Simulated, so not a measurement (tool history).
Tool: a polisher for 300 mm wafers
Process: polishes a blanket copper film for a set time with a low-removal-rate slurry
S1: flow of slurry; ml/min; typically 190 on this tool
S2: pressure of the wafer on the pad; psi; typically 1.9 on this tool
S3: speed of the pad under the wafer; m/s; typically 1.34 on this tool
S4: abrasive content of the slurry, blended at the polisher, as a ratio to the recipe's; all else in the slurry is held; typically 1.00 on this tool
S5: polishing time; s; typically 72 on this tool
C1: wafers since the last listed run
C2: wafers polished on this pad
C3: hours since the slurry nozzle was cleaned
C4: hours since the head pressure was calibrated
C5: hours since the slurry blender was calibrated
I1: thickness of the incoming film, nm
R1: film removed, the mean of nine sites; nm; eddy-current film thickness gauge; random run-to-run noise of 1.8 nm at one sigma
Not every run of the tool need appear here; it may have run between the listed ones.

run,day,S1,S2,S3,S4,S5,C1,C2,C3,C4,C5,I1,R1
1,0.000,190,1.9,1.34,1.00,72,0,1224,406.3,412.9,332.5,1560.2,172.2
# day 0.354: slurry nozzle cleaned
# day 1.204: worn pad replaced by a new one
# day 2.196: slurry blender recalibrated
2,2.217,190,1.9,1.34,1.00,72,312,151,44.7,466.1,0.5,1577.9,180.7
3,3.862,190,1.9,1.34,1.00,72,267,418,84.2,505.6,40.0,1552.1,180.1
4,6.183,190,1.9,1.34,1.00,72,377,795,139.9,561.3,95.7,1597.1,175.3
5,8.283,190,1.9,1.34,1.00,72,341,1136,190.3,611.7,146.1,1554.2,175.2
# day 10.817: worn pad replaced by a new one
6,10.996,190,1.9,1.34,1.00,72,413,29,255.4,676.8,211.2,1585.1,166.3
7,13.733,190,1.9,1.34,1.00,72,444,473,321.1,742.5,276.9,1588.5,160.4
# day 14.562: slurry nozzle cleaned
# day 14.912: slurry blender recalibrated
8,16.312,190,1.9,1.34,1.00,72,398,872,42.0,804.4,33.6,1544.8,159.4
9,17.375,190,1.9,1.34,1.00,72,172,1045,67.5,829.9,59.1,1563.6,156.4
10,18.625,190,1.9,1.34,1.00,72,203,1248,97.5,859.9,89.1,1533.8,152.5
11,20.508,190,1.9,1.34,1.00,72,306,1554,142.7,905.1,134.3,1549.2,154.6
# day 20.796: worn pad replaced by a new one, repeated, since the last time left the tool worse
12,21.842,190,1.9,1.10,1.00,59,189,169,174.7,937.1,166.3,1573.6,132.0
13,24.283,165,1.6,1.34,1.00,66,396,566,233.3,995.7,224.9,1544.6,138.0
14,25.433,240,1.9,1.34,1.25,72,186,753,260.9,1023.3,252.5,1595.0,187.1
15,28.083,190,1.3,1.68,1.00,83,430,1183,324.5,1086.9,316.1,1578.8,168.4
# day 28.546: worn pad replaced by a new one
# day 28.617: slurry blender recalibrated
16,29.708,230,2.4,1.58,1.15,72,225,177,363.5,1125.9,26.2,1560.3,261.3
# day 30.367: slurry nozzle cleaned
17,32.121,190,1.9,1.34,1.00,72,385,562,42.1,1183.8,84.1,1583.0,181.6
# day 34.054: head pressure recalibrated
18,34.412,190,2.1,1.34,1.00,64,358,921,97.1,8.6,139.1,1561.4,169.6
19,36.962,190,2.4,1.34,1.20,72,414,1335,158.3,69.8,200.3,1573.1,221.2
# day 37.283: worn pad replaced by a new one
20,38.325,190,1.9,1.34,1.00,72,194,169,191.0,102.5,233.0,1563.1,180.3
21,40.592,190,1.9,1.34,1.25,72,368,537,245.4,156.9,287.4,1582.3,186.3
# day 42.050: slurry blender recalibrated
22,43.288,225,1.9,1.22,1.00,72,424,962,310.1,221.6,29.7,1576.1,172.4

Here are 5 independent what-if runs from the current tool condition. What would each one return?
A,43.304,190,1.9,1.34,1.00,72,2,964,310.5,222.0,30.1,1556.6,?
B,43.304,190,1.9,0.98,1.00,72,2,964,310.5,222.0,30.1,1556.6,?
C,43.304,240,1.9,1.34,1.00,72,2,964,310.5,222.0,30.1,1556.6,?
D,43.304,125,1.5,1.34,1.25,62,2,964,310.5,222.0,30.1,1556.6,?
E,43.304,190,1.3,0.96,1.00,72,2,964,310.5,222.0,30.1,1556.6,?

run,R1
A,176.6
B,147.1
C,180.3
D,123.1
E,104.1
Take away the tool's hidden state, keep each run's random variation, and the runs would have read:
run,R1
A,183.8
B,153.0
C,187.6
D,128.0
E,108.3
